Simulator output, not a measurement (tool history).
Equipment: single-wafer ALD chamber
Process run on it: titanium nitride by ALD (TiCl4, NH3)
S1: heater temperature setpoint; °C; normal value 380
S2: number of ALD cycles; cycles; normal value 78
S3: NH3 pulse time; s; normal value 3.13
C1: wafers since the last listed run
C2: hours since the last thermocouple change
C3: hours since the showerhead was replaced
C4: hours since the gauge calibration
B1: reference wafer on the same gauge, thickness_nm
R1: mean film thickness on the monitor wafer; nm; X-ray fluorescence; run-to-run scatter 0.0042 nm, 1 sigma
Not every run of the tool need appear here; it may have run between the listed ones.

| run | hour | S1 | S2 | S3 | C1 | C2 | C3 | C4 | B1 | R1 |
|---|---|---|---|---|---|---|---|---|---|---|
| 1 | 0.0 | 380 | 78 | 3.13 | 0 | 540.0 | 2542.8 | 429.1 | 1.939 | 1.724 |
|  | 18.0 | gauge calibrated |
| 2 | 68.0 | 380 | 78 | 3.13 | 122 | 608.0 | 2610.8 | 50.0 | 1.913 | 1.704 |
| 3 | 96.2 | 380 | 78 | 3.13 | 50 | 636.2 | 2639.0 | 78.2 | 1.915 | 1.701 |
| 4 | 213.9 | 389 | 78 | 3.82 | 211 | 753.9 | 2756.7 | 195.9 | 1.922 | 1.736 |
| 5 | 276.0 | 389 | 78 | 3.82 | 111 | 816.0 | 2818.8 | 258.0 | 1.926 | 1.732 |
|  | 306.5 | thermocouple changed; heater temperature recalibrated |
| 6 | 332.0 | 389 | 78 | 3.82 | 86 | 25.5 | 2874.8 | 314.0 | 1.929 | 1.739 |
| 7 | 374.5 | 387 | 78 | 3.13 | 76 | 68.0 | 2917.3 | 356.5 | 1.932 | 1.725 |
|  | 415.0 | showerhead replaced |
| 8 | 441.2 | 369 | 87 | 3.13 | 105 | 134.7 | 26.2 | 423.2 | 1.935 | 1.894 |
|  | 475.4 | gauge calibrated |
| 9 | 482.1 | 389 | 78 | 3.13 | 73 | 175.6 | 67.1 | 6.7 | 1.908 | 1.707 |

For run 10, what comes out?
| 10 | 521.9 | 371 | 78 | 3.65 | 71 | 215.4 | 106.9 | 46.5 | ? | ? |

{"run 10": {"B1": 1.911, "R1": 1.701}}
If the tool had no hidden condition, the same run with the same run-to-run variation would have returned R1 1.700 nm.

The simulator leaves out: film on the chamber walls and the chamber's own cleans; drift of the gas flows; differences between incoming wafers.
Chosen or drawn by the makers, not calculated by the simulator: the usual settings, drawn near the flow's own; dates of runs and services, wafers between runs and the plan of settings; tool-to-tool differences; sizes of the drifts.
